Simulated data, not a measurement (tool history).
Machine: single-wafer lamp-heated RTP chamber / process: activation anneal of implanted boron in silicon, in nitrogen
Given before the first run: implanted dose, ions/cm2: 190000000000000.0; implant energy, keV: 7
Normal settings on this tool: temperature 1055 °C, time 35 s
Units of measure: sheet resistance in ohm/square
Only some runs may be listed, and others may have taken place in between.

run	hour	temperature	time	wafers since the last listed run	wafers since the last pyrometer calibration	wafers since the reflector plate was cleaned	hours since the gauge calibration	read-back reference wafer on the same gauge, sheet resistance	sheet resistance
1	0.0	1055	35	0	3580	3580	343.3	607.71	508.32
2	95.3	1055	35	889	4469	4469	438.6	607.38	508.14
# hour 117.9: pyrometer window cleaned and pyrometer calibrated
3	151.9	1055	35	453	317	4923	495.2	607.39	507.59
4	204.7	1055	35	492	810	5416	548.0	607.21	508.39
5	294.0	1055	35	833	1643	6249	637.3	606.83	507.81
6	382.9	1055	35	829	2473	7079	726.2	606.70	507.34
7	455.4	1055	35	676	3150	7756	798.7	606.71	508.02
8	500.1	1055	35	417	3567	8173	843.4	606.59	508.62
9	562.2	1055	43	579	4147	8753	905.5	606.38	504.99
10	619.6	1055	43	535	4682	9288	962.9	606.24	504.78
11	660.1	1055	43	378	5060	9666	1003.4	606.30	504.44
# hour 715.8: pyrometer window cleaned and pyrometer calibrated
12	739.2	1055	35	663	218	10330	1082.5	606.27	506.25
13	839.1	1055	35	932	1151	11262	1182.4	606.06	506.13
14	925.8	1072	35	809	1960	12072	1269.1	606.09	502.64
15	1001.4	1072	35	705	2666	12777	1344.7	605.90	502.82
# hour 1017.3: reflector plate cleaned
16	1060.4	1064	35	476	3142	402	1403.7	605.82	505.62
17	1119.5	1076	26	551	3693	954	1462.8	606.02	505.67
18	1167.7	1055	35	449	4143	1404	1511.0	606.01	506.63
# hour 1174.5: gauge calibrated
# hour 1185.6: pyrometer window cleaned and pyrometer calibrated
19	1220.8	1055	35	420	328	1824	46.3	609.36	508.07
20	1282.2	1067	17	573	901	2398	107.7	608.82	512.56
21	1322.3	1081	45	374	1276	2772	147.8	608.13	500.41
22	1362.1	1037	29	371	1647	3143	187.6	608.26	512.50
23	1462.3	1055	35	935	2582	4079	287.8	607.59	506.69
24	1502.0	1039	18	370	2953	4449	327.5	607.32	514.49
25	1595.8	1046	20	875	3829	5325	421.3	606.80	512.75
26	1685.3	1055	35	835	4664	6160	510.8	606.30	508.12
# hour 1722.0: pyrometer window cleaned and pyrometer calibrated
27	1769.0	1055	43	706	438	6867	594.5	606.23	503.85
28	1826.1	1055	35	532	971	7400	651.6	606.17	506.26

What does the tool deliver on the next run?
29	1900.7	1076	35	696	1668	8096	726.2	?	?

Logged for run 29: read-back reference wafer on the same gauge, sheet resistance 606.12, sheet resistance 501.11 ohm/square.
Without the tool's hidden state the same run would have given sheet resistance 504.43 ohm/square.
